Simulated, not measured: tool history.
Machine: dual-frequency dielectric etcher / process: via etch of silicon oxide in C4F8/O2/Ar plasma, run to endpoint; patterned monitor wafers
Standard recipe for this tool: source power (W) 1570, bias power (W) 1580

| run | hour | source power (W) | bias power (W) | wafers since the last listed run | hours since the last wet clean | hours since the last source power generator calibration | hours since the last bias power generator calibration | hours since the last upper electrode change | incoming incoming film thickness, nm | endpoint time (s) |
|---|---|---|---|---|---|---|---|---|---|---|
| 1 | 0 | 1570 | 1580 | 0 | 378.4 | 2948.6 | 3568.8 | 2549.2 | 1217.8 | 283.7 |
|  | 46.9 | wet clean of the chamber |
| 2 | 59.8 | 1570 | 1580 | 190 | 12.9 | 3008.4 | 3628.6 | 2609 | 1232.9 | 281 |
| 3 | 96 | 1570 | 1580 | 192 | 49.1 | 3044.6 | 3664.8 | 2645.2 | 1224.2 | 277.1 |
| 4 | 140.2 | 1570 | 1580 | 235 | 93.3 | 3088.8 | 3709 | 2689.4 | 1223.8 | 279.5 |
| 5 | 186.6 | 1570 | 1794 | 246 | 139.7 | 3135.2 | 3755.4 | 2735.8 | 1224.9 | 276.5 |
| 6 | 240.9 | 1570 | 1794 | 288 | 194 | 3189.5 | 3809.7 | 2790.1 | 1205.8 | 271.5 |
| 7 | 331.9 | 1570 | 1794 | 483 | 285 | 3280.5 | 3900.7 | 2881.1 | 1216.5 | 275.2 |
| 8 | 409.8 | 1570 | 1580 | 414 | 362.9 | 3358.4 | 3978.6 | 2959 | 1236.6 | 287.1 |
|  | 529 | wet clean of the chamber |
| 9 | 529.5 | 1240 | 1264 | 508 | 0.5 | 3478.1 | 4098.3 | 3078.7 | 1213.1 | 301 |
| 10 | 584.4 | 1850 | 1298 | 291 | 55.4 | 3533 | 4153.2 | 3133.6 | 1223.2 | 277.9 |
|  | 632.7 | bias power generator calibrated |
| 11 | 633.2 | 1570 | 1580 | 238 | 104.2 | 3581.8 | 0.5 | 3182.4 | 1223.1 | 279.9 |
| 12 | 671.8 | 1330 | 1481 | 205 | 142.8 | 3620.4 | 39.1 | 3221 | 1215.8 | 291.8 |
| 13 | 777.1 | 1390 | 1393 | 560 | 248.1 | 3725.7 | 144.4 | 3326.3 | 1220.4 | 294.9 |
|  | 877.8 | upper electrode replaced |
|  | 939.6 | source power generator calibrated |
|  | 957 | wet clean of the chamber |
| 14 | 1035.3 | 1450 | 1780 | 1131 | 78.3 | 95.7 | 402.6 | 157.5 | 1222.2 | 278.8 |
| 15 | 1137.9 | 1270 | 1813 | 545 | 180.9 | 198.3 | 505.2 | 260.1 | 1223.9 | 285.7 |
| 16 | 1174.5 | 1570 | 1580 | 194 | 217.5 | 234.9 | 541.8 | 296.7 | 1232 | 282.7 |

Predict the results of run 17:
| 17 | 1240.3 | 1270 | 1268 | 349 | 283.3 | 300.7 | 607.6 | 362.5 | 1213.6 | ? |

endpoint time (s): 302.5
With the hidden condition absent and the run-to-run variation left alone, this run would have shown endpoint time (s) 296.1.
